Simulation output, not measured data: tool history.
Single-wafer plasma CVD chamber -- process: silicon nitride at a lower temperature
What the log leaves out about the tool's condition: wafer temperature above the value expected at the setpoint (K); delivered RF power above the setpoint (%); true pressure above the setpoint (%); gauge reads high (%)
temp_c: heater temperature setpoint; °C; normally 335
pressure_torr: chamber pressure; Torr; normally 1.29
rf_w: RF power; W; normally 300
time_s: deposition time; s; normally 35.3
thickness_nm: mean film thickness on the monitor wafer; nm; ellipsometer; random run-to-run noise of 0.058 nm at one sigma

run	hour	temp_c	pressure_torr	rf_w	time_s	wafers since the last listed run	hours since the last thermocouple change	hours since the last RF generator calibration	hours since the last manometer calibration	hours since the showerhead was replaced	hours since the gauge calibration	read-back reference wafer on the same gauge, thickness_nm	thickness_nm
1	0.0	335	1.29	300	37.7	0	1280.2	1272.5	2431.3	2920.4	94.6	33.809	39.536
2	9.0	332	1.29	255	35.3	147	1289.2	1281.5	2440.3	2929.4	103.6	33.804	34.313
3	18.8	335	1.29	300	35.3	160	1299.0	1291.3	2450.1	2939.2	113.4	33.785	37.015
4	33.3	335	1.29	300	35.3	236	1313.5	1305.8	2464.6	2953.7	127.9	33.799	36.990
5	46.5	335	1.29	300	35.3	215	1326.7	1319.0	2477.8	2966.9	141.1	33.808	37.082
6	59.8	335	1.29	300	35.3	217	1340.0	1332.3	2491.1	2980.2	154.4	33.798	37.004
7	74.3	335	1.36	300	33.0	236	1354.5	1346.8	2505.6	2994.7	168.9	33.799	35.137
# hour 83.5: gauge calibrated
8	91.7	335	1.36	300	33.0	284	1371.9	1364.2	2523.0	3012.1	8.2	33.793	34.951
9	104.7	335	1.36	300	33.0	212	1384.9	1377.2	2536.0	3025.1	21.2	33.817	35.084
10	113.9	335	1.29	300	35.3	150	1394.1	1386.4	2545.2	3034.3	30.4	33.781	36.854
# hour 137.2: showerhead replaced
11	137.7	329	1.29	300	35.3	258	1417.9	1410.2	2569.0	0.5	54.2	33.781	36.916
12	138.0	344	1.52	245	30.1	4	1418.2	1410.5	2569.3	0.8	54.5	33.796	29.809
# hour 146.8: thermocouple changed; heater temperature recalibrated
# hour 152.3: RF generator calibrated
13	152.8	344	1.52	245	30.1	21	6.0	0.5	2584.1	15.6	69.3	33.795	31.034
14	159.8	335	1.17	275	35.3	114	13.0	7.5	2591.1	22.6	76.3	33.793	35.767
# hour 169.9: capacitance manometer re-zeroed and calibrated
15	170.8	335	1.59	300	35.3	49	24.0	18.5	0.9	33.6	87.3	33.813	40.729
16	181.9	348	1.29	300	35.3	181	35.1	29.6	12.0	44.7	98.4	33.803	38.109
17	191.5	335	1.00	355	35.3	156	44.7	39.2	21.6	54.3	108.0	33.793	38.580
18	203.5	325	1.29	250	38.8	196	56.7	51.2	33.6	66.3	120.0	33.809	38.749
19	213.6	322	1.57	350	35.3	165	66.8	61.3	43.7	76.4	130.1	33.807	43.929

3 options for the next run, each taken on its own from the tool as it stands now. Forecast them:
A	214.0	335	1.29	300	41.5	6	67.2	61.7	44.1	76.8	130.5	?	?
B	214.0	329	1.29	340	40.5	6	67.2	61.7	44.1	76.8	130.5	?	?
C	214.0	349	1.29	300	28.4	6	67.2	61.7	44.1	76.8	130.5	?	?

run	read-back reference wafer on the same gauge, thickness_nm	thickness_nm
A	33.807	45.072
B	33.807	46.800
C	33.807	30.731
Without the tool's unlogged condition, the same runs would have read:
run	thickness_nm
A	45.105
B	46.834
C	30.753
